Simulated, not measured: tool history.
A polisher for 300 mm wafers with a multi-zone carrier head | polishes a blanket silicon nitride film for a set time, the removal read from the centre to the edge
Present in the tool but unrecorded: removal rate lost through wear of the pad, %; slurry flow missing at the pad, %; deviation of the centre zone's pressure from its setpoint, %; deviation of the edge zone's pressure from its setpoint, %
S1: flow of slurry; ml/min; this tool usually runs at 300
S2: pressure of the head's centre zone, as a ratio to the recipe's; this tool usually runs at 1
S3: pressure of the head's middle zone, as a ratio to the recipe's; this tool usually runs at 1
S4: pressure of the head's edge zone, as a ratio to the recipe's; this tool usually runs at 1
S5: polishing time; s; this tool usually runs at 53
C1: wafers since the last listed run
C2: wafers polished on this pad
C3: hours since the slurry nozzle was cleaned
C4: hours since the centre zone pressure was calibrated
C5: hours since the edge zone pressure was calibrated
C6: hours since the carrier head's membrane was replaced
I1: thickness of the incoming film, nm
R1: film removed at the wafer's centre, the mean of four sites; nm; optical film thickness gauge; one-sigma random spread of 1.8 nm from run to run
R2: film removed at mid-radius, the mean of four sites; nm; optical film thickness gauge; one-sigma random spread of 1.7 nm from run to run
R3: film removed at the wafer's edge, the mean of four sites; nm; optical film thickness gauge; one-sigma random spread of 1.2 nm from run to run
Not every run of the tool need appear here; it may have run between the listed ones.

run,hour,S1,S2,S3,S4,S5,C1,C2,C3,C4,C5,C6,I1,R1,R2,R3
1,0,300,1,1,1,53,0,1086,191.1,252.7,488.2,115.2,544.7,133.6,128.1,126.5
# hour 23.5: edge zone pressure recalibrated
2,49,300,1,1,1,53,416,1503,240.1,301.7,25.5,164.2,535.3,135.5,129.4,127.3
3,146,300,1,1,1,53,859,2362,337.1,398.7,122.5,261.2,538.9,134.4,125.1,124.8
# hour 202.5: slurry nozzle cleaned
# hour 204: centre zone pressure recalibrated
4,252.8,300,1,1,1,53,924,3286,50.3,48.8,229.3,368,546.8,143.4,125.3,127.5
# hour 300.1: worn pad replaced by a new one
5,326.8,300,1,1.03,1,53,620,236,124.3,122.8,303.3,442,541.3,147,128.2,126.9
6,406.4,260,1,1.05,1,53,705,941,203.9,202.4,382.9,521.6,548.6,144.7,128.3,123
7,452.5,260,1,1.05,1,53,408,1350,250,248.5,429,567.7,540.2,141.7,125.1,124.7
8,534.5,260,1,1.05,1,53,726,2076,332,330.5,511,649.7,537.3,147.2,127.8,122.3
# hour 554.9: edge zone pressure recalibrated
9,601.4,300,1,1,0.89,44,575,2652,398.9,397.4,46.5,716.6,535.2,123.9,107.1,98.7
# hour 688.6: slurry nozzle cleaned
# hour 728.8: centre zone pressure recalibrated, repeated, since the last time left the tool worse
# hour 760.6: worn pad replaced by a new one
10,799.3,300,1.11,1,1.04,68,1691,342,110.7,70.5,244.4,914.5,550.7,188.7,162.4,164.2
11,844.8,300,1,1,1,47,403,745,156.2,116,289.9,960,539.2,121.6,112.5,109.4
12,890.8,355,0.89,1,1,53,407,1153,202.2,162,335.9,1006,537.5,121.6,127.2,128.5
# hour 898.7: carrier head's membrane replaced by a new one
13,937.8,265,1,1,1,59,372,1525,249.2,209,382.9,39.1,535.3,148.7,136.1,138.3
14,1030.5,300,0.94,1,1,53,821,2347,341.9,301.7,475.6,131.8,535.1,125.6,124.3,125.3
# hour 1105.2: edge zone pressure recalibrated
15,1131.9,300,0.93,1,1,53,880,3228,443.3,403.1,26.7,233.2,537.3,123,126,127.1
# hour 1162.6: slurry nozzle cleaned
# hour 1178.1: worn pad replaced by a new one
# hour 1197.7: centre zone pressure recalibrated
16,1232,300,1,1,1,53,825,460,69.4,34.3,126.8,333.3,536.7,129,125.9,127.9
17,1292.4,390,1,1,1.09,53,535,995,129.8,94.7,187.2,393.7,535.4,140.1,131.8,135.8
18,1399.5,300,1.1,0.95,0.89,58,949,1944,236.9,201.8,294.3,500.8,540.9,159.1,139.5,129.1
19,1505.2,300,1,1,1,53,936,2881,342.6,307.5,400,606.5,533.2,134.2,127.6,127.6
# hour 1593.7: edge zone pressure recalibrated
# hour 1647.2: slurry nozzle cleaned
# hour 1647.9: worn pad replaced by a new one
# hour 1658.9: centre zone pressure recalibrated
20,1774.9,300,1.1,1,1,53,2340,1108,127.7,116,181.2,876.2,537.2,149.3,129.4,125.2

Table of differences, measured result less the result of that run with no hidden state. Run-to-run variation is the same in both. Gauge scatter possibly is not:
run,R1
1,+6.9
2,+7.4
3,+7.8
4,+14.5
5,+17
6,+18.1
7,+18.2
8,+19.5
9,+16.6
10,+5
11,+4.4
12,+5.4
13,+7.2
14,+7
15,+7.3
16,+2.3
17,+4.7
18,+7.9
19,+7.7
20,+4.7
R2: at most 0.1 nm away from the measurement, every run.
R3: the difference is 0 for every run.
